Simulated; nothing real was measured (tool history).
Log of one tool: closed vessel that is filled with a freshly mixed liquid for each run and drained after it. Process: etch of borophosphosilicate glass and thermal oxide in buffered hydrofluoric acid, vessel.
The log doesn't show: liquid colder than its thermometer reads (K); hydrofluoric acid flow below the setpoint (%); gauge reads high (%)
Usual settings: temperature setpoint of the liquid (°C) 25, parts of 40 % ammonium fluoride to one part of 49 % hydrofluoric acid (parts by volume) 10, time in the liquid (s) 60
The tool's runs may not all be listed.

run    hour  temperature setpoint of the liquid (°C)  parts of 40 % ammonium fluoride to one part of 49 % hydrofluoric acid (parts by volume)  time in the liquid (s)  wafers since the last listed run  hours since the thermometer was replaced  hours since the hydrofluoric acid flow meter was replaced  hours since the gauge calibration  read-back film thickness of the borophosphosilicate glass reference wafer, read on the same gauge (nm)  read-back film thickness of the thermal oxide reference wafer, read on the same gauge (nm)  thickness taken off the borophosphosilicate glass on a monitor wafer (Å)  thickness taken off the thermal oxide on a monitor wafer (Å)
  1       0                                       25                                                                                       10                      60                                 0                                    1030.9                                                      183.7                             2140.4                                                                                                      60                                                                                       39.98                                                                    1768.7                                                         820.6
  2   100.7                                     21.5                                                                                       10                      60                              8424                                    1131.6                                                      284.4                             2241.1                                                                                                   60.02                                                                                       39.99                                                                    1474.8                                                           692
  3   183.7                                     21.5                                                                                       10                      60                              6943                                    1214.6                                                      367.4                             2324.1                                                                                                      60                                                                                          40                                                                    1481.1                                                         679.7
  4   263.6                                     21.5                                                                                       10                      60                              6684                                    1294.5                                                      447.3                               2404                                                                                                   59.98                                                                                          40                                                                    1476.1                                                           679
  5   573.8                                       23                                                                                       10                      75                             25951                                    1604.7                                                      757.5                             2714.2                                                                                                   59.95                                                                                       40.01                                                                    1999.4                                                         912.6
  6   680.3                                       23                                                                                       10                      75                              8909                                    1711.2                                                        864                             2820.7                                                                                                   59.99                                                                                          40                                                                    2003.5                                                         923.4
  7   725.9                                       23                                                                                       10                      75                              3814                                    1756.8                                                      909.6                             2866.3                                                                                                   59.98                                                                                          40                                                                      1975                                                         915.8
      754.8  -- gauge calibrated
  8   802.5                                       25                                                                                       10                      80                              6408                                    1833.4                                                      986.2                               47.7                                                                                                   59.98                                                                                       40.01                                                                    2311.5                                                        1079.2
  9   886.1                                       25                                                                                       10                      80                              6994                                      1917                                                     1069.8                              131.3                                                                                                   59.98                                                                                       40.01                                                                      2361                                                        1069.7
 10   993.2                                       25                                                                                       10                      60                              8960                                    2024.1                                                     1176.9                              238.4                                                                                                   59.99                                                                                          40                                                                    1754.3                                                         802.8
 11  1070.3                                       25                                                                                       10                      60                              6450                                    2101.2                                                       1254                              315.5                                                                                                   60.01                                                                                       40.01                                                                    1765.1                                                         802.1
 12  1176.5                                       29                                                                                        8                      60                              8884                                    2207.4                                                     1360.2                              421.7                                                                                                   59.98                                                                                       39.99                                                                    2641.6                                                        1206.4
 13  1222.3                                       25                                                                                      6.5                      90                              3831                                    2253.2                                                       1406                              467.5                                                                                                   60.01                                                                                       39.99                                                                    3920.4                                                        1802.2
 14  1322.1                                     22.5                                                                                      6.5                      40                              8349                                      2353                                                     1505.8                              567.3                                                                                                      60                                                                                       39.99                                                                    1536.8                                                         698.1
 15    1389                                       25                                                                                       10                      60                              5596                                    2419.9                                                     1572.7                              634.2                                                                                                   59.99                                                                                          40                                                                    1743.1                                                         811.1
     1432.6  -- hydrofluoric acid flow meter replaced
     1453.5  -- thermometer replaced
 16  1454.2                                       25                                                                                       10                      60                              5287                                       0.7                                                       21.6                              699.4                                                                                                   60.01                                                                                          40                                                                    1792.7                                                         824.1
 17  1513.7                                       29                                                                                       13                      70                              4977                                      60.2                                                       81.1                              758.9                                                                                                   60.02                                                                                       40.03                                                                    1971.9                                                         912.2
 18    1560                                       25                                                                                        8                      40                              3873                                     106.5                                                      127.4                              805.2                                                                                                   60.01                                                                                       39.99                                                                    1446.8                                                         647.9
 19  1617.7                                     20.5                                                                                      8.5                      45                              4827                                     164.2                                                      185.1                              862.9                                                                                                      60                                                                                       39.99                                                                    1190.9                                                         542.1
 20  1697.3                                       22                                                                                      6.5                      60                              6659                                     243.8                                                      264.7                              942.5                                                                                                   59.99                                                                                       39.98                                                                    2278.9                                                        1020.1
 21    1770                                     21.5                                                                                       12                      75                              6082                                     316.5                                                      337.4                             1015.2                                                                                                      60                                                                                          40                                                                    1540.4                                                         707.2
 22  1863.5                                       22                                                                                       11                      95                              7822                                       410                                                      430.9                             1108.7                                                                                                   59.97                                                                                       40.01                                                                    2162.2                                                          1010
 23  2060.8                                       21                                                                                       11                      75                             16506                                     607.3                                                      628.2                               1306                                                                                                   60.01                                                                                          40                                                                    1604.8                                                         739.3
 24  2154.1                                       25                                                                                       10                      60                              7805                                     700.6                                                      721.5                             1399.3                                                                                                      60                                                                                       39.98                                                                    1743.1                                                         801.1
 25  2425.6                                       29                                                                                       10                      85                             22714                                     972.1                                                        993                             1670.8                                                                                                   60.01                                                                                       40.03                                                                    3048.4                                                        1423.7

Forecast each of these 4 alternatives for the next run:
  A  2426.3                                       25                                                                                       10                      60                                58                                     972.8                                                      993.7                             1671.5                                                                                                       ?                                                                                           ?                                                                         ?                                                             ?
  B  2426.3                                     23.5                                                                                       10                      85                                58                                     972.8                                                      993.7                             1671.5                                                                                                       ?                                                                                           ?                                                                         ?                                                             ?
  C  2426.3                                     29.5                                                                                       13                      40                                58                                     972.8                                                      993.7                             1671.5                                                                                                       ?                                                                                           ?                                                                         ?                                                             ?
  D  2426.3                                       30                                                                                       12                      85                                58                                     972.8                                                      993.7                             1671.5                                                                                                       ?                                                                                           ?                                                                         ?                                                             ?

run  read-back film thickness of the borophosphosilicate glass reference wafer, read on the same gauge (nm)  read-back film thickness of the thermal oxide reference wafer, read on the same gauge (nm)  thickness taken off the borophosphosilicate glass on a monitor wafer (Å)  thickness taken off the thermal oxide on a monitor wafer (Å)
  A                                                                                                   59.99                                                                                       39.99                                                                    1741.9                                                         806.3
  B                                                                                                   59.99                                                                                       39.99                                                                    2276.2                                                        1052.7
  C                                                                                                   59.99                                                                                       39.99                                                                    1138.9                                                         529.2
  D                                                                                                   59.99                                                                                       39.99                                                                    2687.3                                                        1248.6
Without the tool's hidden state the same runs would have given:
run  thickness taken off the borophosphosilicate glass on a monitor wafer (Å)  thickness taken off the thermal oxide on a monitor wafer (Å)
  A                                                                    1788.6                                                         827.8
  B                                                                    2337.4                                                        1080.8
  C                                                                    1169.5                                                         543.4
  D                                                                    2759.3                                                        1281.9
